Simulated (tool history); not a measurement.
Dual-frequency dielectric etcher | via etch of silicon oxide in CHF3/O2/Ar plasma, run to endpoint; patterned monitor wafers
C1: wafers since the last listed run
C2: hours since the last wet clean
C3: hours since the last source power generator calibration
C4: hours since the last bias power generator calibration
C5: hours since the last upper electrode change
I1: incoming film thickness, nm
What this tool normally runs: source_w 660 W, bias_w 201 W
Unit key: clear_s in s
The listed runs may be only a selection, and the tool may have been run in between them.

Run 1, day 0: usual settings; C1 0; C2 433.6; C3 1993.2; C4 3431.3; C5 5708.1; I1 690.4. Result: clear_s 340 s.
Run 2, day 0.475: usual settings; C1 34; C2 445; C3 2004.6; C4 3442.7; C5 5719.5; I1 697.6. Result: clear_s 338.2 s.
Run 3, day 1.012: usual settings; C1 38; C2 457.9; C3 2017.5; C4 3455.6; C5 5732.4; I1 695.3. Result: clear_s 341.2 s.
Run 4, day 1.471: usual settings but source_w 750 W, bias_w 169 W; C1 33; C2 468.9; C3 2028.5; C4 3466.6; C5 5743.4; I1 688.2. Result: clear_s 350.2 s.
Run 5, day 2.112: usual settings but source_w 750 W, bias_w 169 W; C1 46; C2 484.3; C3 2043.9; C4 3482; C5 5758.8; I1 699.1. Result: clear_s 355.1 s.
Run 6, day 2.792: usual settings but source_w 750 W, bias_w 169 W; C1 48; C2 500.6; C3 2060.2; C4 3498.3; C5 5775.1; I1 695.4. Result: clear_s 357.2 s.
Run 7, day 3.396: usual settings but bias_w 221 W; C1 43; C2 515.1; C3 2074.7; C4 3512.8; C5 5789.6; I1 682.9. Result: clear_s 316.6 s.
Run 8, day 4.075: usual settings but bias_w 221 W; C1 48; C2 531.4; C3 2091; C4 3529.1; C5 5805.9; I1 701.7. Result: clear_s 326.5 s.
Run 9, day 4.504: usual settings but bias_w 221 W; C1 30; C2 541.7; C3 2101.3; C4 3539.4; C5 5816.2; I1 694.5. Result: clear_s 322.1 s.
At day 5.904: wet clean of the chamber.
Run 10, day 5.925: usual settings; C1 30; C2 0.5; C3 2135.4; C4 3573.5; C5 5850.3; I1 695.6. Result: clear_s 340.2 s.
Run 11, day 6.862: usual settings; C1 67; C2 23; C3 2157.9; C4 3596; C5 5872.8; I1 695.9. Result: clear_s 335.8 s.
Run 12, day 7.238: usual settings; C1 27; C2 32; C3 2166.9; C4 3605; C5 5881.8; I1 699.6. Result: clear_s 342.1 s.
Run 13, day 7.542: usual settings; C1 21; C2 39.3; C3 2174.2; C4 3612.3; C5 5889.1; I1 695.2. Result: clear_s 337.7 s.
At day 8.279: bias power generator calibrated.
At day 8.954: upper electrode replaced.
Run 14, day 8.975: usual settings but source_w 720 W, bias_w 180 W; C1 42; C2 73.7; C3 2208.6; C4 16.7; C5 0.5; I1 685.8. Result: clear_s 342.1 s.
Run 15, day 8.992: usual settings but source_w 510 W; C1 1; C2 74.1; C3 2209; C4 17.1; C5 0.9; I1 691.5. Result: clear_s 361.6 s.
Run 16, day 9.354: usual settings but source_w 810 W, bias_w 246 W; C1 26; C2 82.8; C3 2217.7; C4 25.8; C5 9.6; I1 696.7. Result: clear_s 293.7 s.
Run 17, day 9.85: usual settings but bias_w 233 W; C1 35; C2 94.7; C3 2229.6; C4 37.7; C5 21.5; I1 688.1. Result: clear_s 311.7 s.
Run 18, day 10.558: usual settings but source_w 500 W; C1 51; C2 111.7; C3 2246.6; C4 54.7; C5 38.5; I1 689.7. Result: clear_s 362.3 s.

Estimate the outcome of run 19 from the log above:
At day 10.888: source power generator calibrated.
Run 19, day 11.225: usual settings but source_w 540 W, bias_w 179 W; C1 36; C2 127.7; C3 8.1; C4 70.7; C5 54.5; I1 700.1. Result: clear_s ?.

Run 19 produced clear_s 380.1 s.
On a tool with no hidden condition, and with the same random variation, this run would have come out at clear_s 380.1 s.
